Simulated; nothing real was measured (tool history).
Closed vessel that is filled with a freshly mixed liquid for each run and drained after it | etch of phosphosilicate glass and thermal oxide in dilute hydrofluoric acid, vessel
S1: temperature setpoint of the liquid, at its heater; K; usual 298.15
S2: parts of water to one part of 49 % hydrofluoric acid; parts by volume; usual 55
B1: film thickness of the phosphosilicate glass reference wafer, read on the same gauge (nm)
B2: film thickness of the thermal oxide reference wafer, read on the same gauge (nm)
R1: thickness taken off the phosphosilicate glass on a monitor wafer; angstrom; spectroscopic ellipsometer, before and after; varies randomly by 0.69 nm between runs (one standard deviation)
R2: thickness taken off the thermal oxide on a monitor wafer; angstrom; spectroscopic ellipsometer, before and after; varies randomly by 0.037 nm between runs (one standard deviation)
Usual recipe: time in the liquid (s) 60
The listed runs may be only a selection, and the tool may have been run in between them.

Run 1, hour 0: usual settings; B1 40.02; B2 120.01. Result: R1 1559.7 angstrom, R2 58.3 angstrom.
Run 2, hour 18.4: usual settings; B1 39.98; B2 120.02. Result: R1 1577.2 angstrom, R2 57.8 angstrom.
Run 3, hour 47.5: usual settings; B1 40; B2 120. Result: R1 1563.4 angstrom, R2 57.4 angstrom.
At hour 116.1: thermometer replaced.
Run 4, hour 120.3: usual settings; B1 40.01; B2 120. Result: R1 1639.8 angstrom, R2 59.9 angstrom.
At hour 126.2: gauge calibrated.
Run 5, hour 140.1: usual settings; B1 40.03; B2 119.97. Result: R1 1638 angstrom, R2 60.3 angstrom.
Run 6, hour 168.8: usual settings; B1 39.99; B2 119.99. Result: R1 1627.2 angstrom, R2 59.9 angstrom.
Run 7, hour 196.1: usual settings; B1 39.99; B2 119.97. Result: R1 1608.7 angstrom, R2 59.9 angstrom.
Run 8, hour 219.8: usual settings but S1 300.15 K, time in the liquid (s) 90; B1 39.96; B2 120.05. Result: R1 2657.4 angstrom, R2 97.7 angstrom.
Run 9, hour 235.7: usual settings but S1 302.65 K, time in the liquid (s) 85; B1 40.02; B2 119.98. Result: R1 2761.8 angstrom, R2 102 angstrom.
Run 10, hour 271.5: usual settings but S1 303.15 K, S2 80 parts by volume, time in the liquid (s) 50; B1 40.02; B2 120.01. Result: R1 1091.9 angstrom, R2 40.2 angstrom.
Run 11, hour 301.9: usual settings but time in the liquid (s) 40; B1 39.96; B2 119.96. Result: R1 1076.6 angstrom, R2 40.3 angstrom.
Run 12, hour 325.9: usual settings; B1 40.02; B2 120.01. Result: R1 1626.4 angstrom, R2 60.4 angstrom.
Run 13, hour 395.4: usual settings but S2 35 parts by volume; B1 39.98; B2 119.99. Result: R1 2598 angstrom, R2 96.4 angstrom.
Run 14, hour 425.7: usual settings; B1 40; B2 120.04. Result: R1 1611.7 angstrom, R2 59.3 angstrom.
At hour 435.5: hydrofluoric acid flow meter replaced.
Run 15, hour 446.6: usual settings but S1 302.65 K, time in the liquid (s) 85; B1 39.99; B2 119.99. Result: R1 2713.3 angstrom, R2 100.9 angstrom.
Run 16, hour 465.1: usual settings but S1 302.65 K, S2 40 parts by volume, time in the liquid (s) 50; B1 40.04; B2 120.01. Result: R1 2265.1 angstrom, R2 83.3 angstrom.
Run 17, hour 490.8: usual settings but S1 300.15 K; B1 39.99; B2 120.03. Result: R1 1742.9 angstrom, R2 64.3 angstrom.
Run 18, hour 520: usual settings but S1 302.15 K, S2 75 parts by volume, time in the liquid (s) 70; B1 40.03; B2 119.97. Result: R1 1563 angstrom, R2 57.5 angstrom.
Run 19, hour 534.7: usual settings but S1 302.65 K, S2 40 parts by volume, time in the liquid (s) 50; B1 39.99; B2 120. Result: R1 2249.6 angstrom, R2 82.9 angstrom.
Run 20, hour 554.6: usual settings but S2 40 parts by volume, time in the liquid (s) 45; B1 40.03; B2 119.99. Result: R1 1677.6 angstrom, R2 62.3 angstrom.
Run 21, hour 583.1: usual settings; B1 39.96; B2 120.03. Result: R1 1591.8 angstrom, R2 58.8 angstrom.
Run 22, hour 612.4: usual settings but time in the liquid (s) 40; B1 40.02; B2 119.98. Result: R1 1064.3 angstrom, R2 39.5 angstrom.
Run 23, hour 646.1: usual settings but S1 296.65 K, time in the liquid (s) 35; B1 40.01; B2 120.02. Result: R1 877.3 angstrom, R2 32.3 angstrom.
Run 24, hour 663.7: usual settings but S1 296.65 K; B1 40.04; B2 120.02. Result: R1 1503.2 angstrom, R2 55.4 angstrom.
Run 25, hour 697.9: usual settings; B1 39.97; B2 120.02. Result: R1 1600.5 angstrom, R2 58.9 angstrom.
Run 26, hour 723.1: usual settings but S2 80 parts by volume; B1 40.02; B2 119.98. Result: R1 1061.1 angstrom, R2 39.4 angstrom.

Alternative continuations, all from the tool just after run 26; predict every row:
Run A, hour 723.8: usual settings; B1 ?; B2 ?. Result: R1 ?, R2 ?.
Run B, hour 723.8: usual settings but S2 85 parts by volume; B1 ?; B2 ?. Result: R1 ?, R2 ?.
Run C, hour 723.8: usual settings but S1 294.15 K, S2 65 parts by volume, time in the liquid (s) 85; B1 ?; B2 ?. Result: R1 ?, R2 ?.
Run D, hour 723.8: usual settings but S1 295.15 K, S2 70 parts by volume, time in the liquid (s) 30; B1 ?; B2 ?. Result: R1 ?, R2 ?.

run     B1      B2      R1    R2
  A  40.03  120.02  1597.4    59
  B  40.03  120.02     994  36.7
  C  40.03  120.02  1602.5  59.1
  D  40.03  120.02   544.2  20.1
The same runs, with their run-to-run variation unchanged, on a tool lacking any hidden condition would have given:
run      R1    R2
  A  1636.9  60.4
  B  1018.1  37.6
  C  1643.2  60.6
  D   557.9  20.6

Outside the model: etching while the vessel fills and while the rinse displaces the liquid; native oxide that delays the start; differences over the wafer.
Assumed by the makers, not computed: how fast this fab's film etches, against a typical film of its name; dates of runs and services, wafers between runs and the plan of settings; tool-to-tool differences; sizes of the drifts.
